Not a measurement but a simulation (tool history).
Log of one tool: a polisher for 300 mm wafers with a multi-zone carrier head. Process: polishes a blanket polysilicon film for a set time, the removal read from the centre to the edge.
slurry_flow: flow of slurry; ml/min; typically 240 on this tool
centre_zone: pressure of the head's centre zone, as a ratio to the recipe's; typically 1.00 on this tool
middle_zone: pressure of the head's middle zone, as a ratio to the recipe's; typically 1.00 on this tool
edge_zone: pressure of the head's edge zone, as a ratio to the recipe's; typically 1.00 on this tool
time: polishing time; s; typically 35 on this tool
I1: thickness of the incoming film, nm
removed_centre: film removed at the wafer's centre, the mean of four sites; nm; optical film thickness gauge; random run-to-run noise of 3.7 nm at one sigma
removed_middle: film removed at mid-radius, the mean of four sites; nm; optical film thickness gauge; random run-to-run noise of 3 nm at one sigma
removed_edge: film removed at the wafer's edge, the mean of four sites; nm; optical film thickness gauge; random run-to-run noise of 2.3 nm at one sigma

run 1 hour=0.0 | slurry_flow=240 centre_zone=1.00 middle_zone=1.00 edge_zone=1.00 time=35 | I1=1823.8 | removed_centre=314.8 removed_middle=311.2 removed_edge=318.2
-- hour=22.7 worn pad replaced by a new one
run 2 hour=33.7 | slurry_flow=240 centre_zone=1.00 middle_zone=1.00 edge_zone=1.00 time=35 | I1=1800.7 | removed_centre=307.8 removed_middle=310.7 removed_edge=318.9
run 3 hour=65.0 | slurry_flow=240 centre_zone=1.00 middle_zone=1.00 edge_zone=1.00 time=35 | I1=1855.2 | removed_centre=306.7 removed_middle=316.6 removed_edge=318.4
run 4 hour=83.0 | slurry_flow=240 centre_zone=1.07 middle_zone=1.00 edge_zone=1.00 time=35 | I1=1859.9 | removed_centre=327.1 removed_middle=311.8 removed_edge=315.0
run 5 hour=99.5 | slurry_flow=240 centre_zone=1.07 middle_zone=1.00 edge_zone=1.00 time=35 | I1=1811.9 | removed_centre=325.8 removed_middle=315.7 removed_edge=314.9
run 6 hour=114.3 | slurry_flow=240 centre_zone=1.07 middle_zone=1.00 edge_zone=1.00 time=35 | I1=1827.8 | removed_centre=328.2 removed_middle=309.0 removed_edge=315.0
-- hour=124.2 worn pad replaced by a new one
run 7 hour=146.1 | slurry_flow=240 centre_zone=1.00 middle_zone=1.00 edge_zone=1.00 time=28 | I1=1805.3 | removed_centre=244.8 removed_middle=245.4 removed_edge=251.9
run 8 hour=166.0 | slurry_flow=240 centre_zone=1.00 middle_zone=1.00 edge_zone=1.00 time=28 | I1=1849.4 | removed_centre=241.0 removed_middle=243.0 removed_edge=253.8
run 9 hour=187.8 | slurry_flow=240 centre_zone=1.00 middle_zone=1.00 edge_zone=1.00 time=28 | I1=1836.3 | removed_centre=245.5 removed_middle=248.5 removed_edge=250.1
-- hour=209.1 worn pad replaced by a new one
run 10 hour=209.6 | slurry_flow=240 centre_zone=0.93 middle_zone=1.00 edge_zone=1.00 time=40 | I1=1824.5 | removed_centre=319.3 removed_middle=352.7 removed_edge=357.4
-- hour=219.6 centre zone pressure recalibrated
run 11 hour=239.6 | slurry_flow=165 centre_zone=1.11 middle_zone=0.91 edge_zone=1.07 time=35 | I1=1828.0 | removed_centre=295.3 removed_middle=261.1 removed_edge=300.2
run 12 hour=270.5 | slurry_flow=195 centre_zone=1.00 middle_zone=0.97 edge_zone=1.00 time=35 | I1=1838.5 | removed_centre=287.3 removed_middle=281.1 removed_edge=293.8
-- hour=277.7 carrier head's membrane replaced by a new one
run 13 hour=288.1 | slurry_flow=240 centre_zone=1.00 middle_zone=1.00 edge_zone=0.89 time=39 | I1=1801.7 | removed_centre=335.7 removed_middle=332.1 removed_edge=325.3
-- hour=297.3 edge zone pressure recalibrated
-- hour=310.6 worn pad replaced by a new one
-- hour=314.3 slurry nozzle cleaned
run 14 hour=316.3 | slurry_flow=240 centre_zone=1.00 middle_zone=1.00 edge_zone=1.00 time=35 | I1=1836.2 | removed_centre=305.1 removed_middle=316.6 removed_edge=319.7
run 15 hour=342.3 | slurry_flow=240 centre_zone=1.00 middle_zone=1.00 edge_zone=0.88 time=42 | I1=1836.0 | removed_centre=371.7 removed_middle=380.6 removed_edge=367.5
run 16 hour=354.6 | slurry_flow=240 centre_zone=1.00 middle_zone=1.00 edge_zone=1.00 time=35 | I1=1852.6 | removed_centre=310.3 removed_middle=316.8 removed_edge=323.6
run 17 hour=370.3 | slurry_flow=240 centre_zone=1.00 middle_zone=1.04 edge_zone=1.00 time=35 | I1=1840.1 | removed_centre=320.3 removed_middle=326.0 removed_edge=318.4
-- hour=398.1 worn pad replaced by a new one
run 18 hour=398.6 | slurry_flow=240 centre_zone=1.00 middle_zone=1.11 edge_zone=1.00 time=35 | I1=1833.5 | removed_centre=310.6 removed_middle=344.5 removed_edge=316.9

Below are 4 alternative next runs, each starting from the tool's condition after run 18. Predict each:
run A hour=399.0 | slurry_flow=240 centre_zone=1.00 middle_zone=1.00 edge_zone=1.00 time=35 | I1=1839.1 | removed_centre=? removed_middle=? removed_edge=?
run B hour=399.0 | slurry_flow=215 centre_zone=1.08 middle_zone=0.94 edge_zone=1.00 time=35 | I1=1839.1 | removed_centre=? removed_middle=? removed_edge=?
run C hour=399.0 | slurry_flow=285 centre_zone=1.00 middle_zone=1.00 edge_zone=1.00 time=35 | I1=1839.1 | removed_centre=? removed_middle=? removed_edge=?
run D hour=399.0 | slurry_flow=240 centre_zone=1.04 middle_zone=1.00 edge_zone=1.00 time=35 | I1=1839.1 | removed_centre=? removed_middle=? removed_edge=?

run=A removed_centre=309.3 removed_middle=315.2 removed_edge=321.2
run=B removed_centre=325.5 removed_middle=298.3 removed_edge=317.5
run=C removed_centre=316.8 removed_middle=322.0 removed_edge=326.5
run=D removed_centre=320.4 removed_middle=315.1 removed_edge=321.2
Stripped of hidden state, with their random variation kept, the same runs would have yielded:
run=A removed_centre=311.2 removed_middle=316.9 removed_edge=322.5
run=B removed_centre=327.7 removed_middle=300.2 removed_edge=319.0
run=C removed_centre=318.4 removed_middle=323.5 removed_edge=327.6
run=D removed_centre=322.4 removed_middle=316.8 removed_edge=322.5

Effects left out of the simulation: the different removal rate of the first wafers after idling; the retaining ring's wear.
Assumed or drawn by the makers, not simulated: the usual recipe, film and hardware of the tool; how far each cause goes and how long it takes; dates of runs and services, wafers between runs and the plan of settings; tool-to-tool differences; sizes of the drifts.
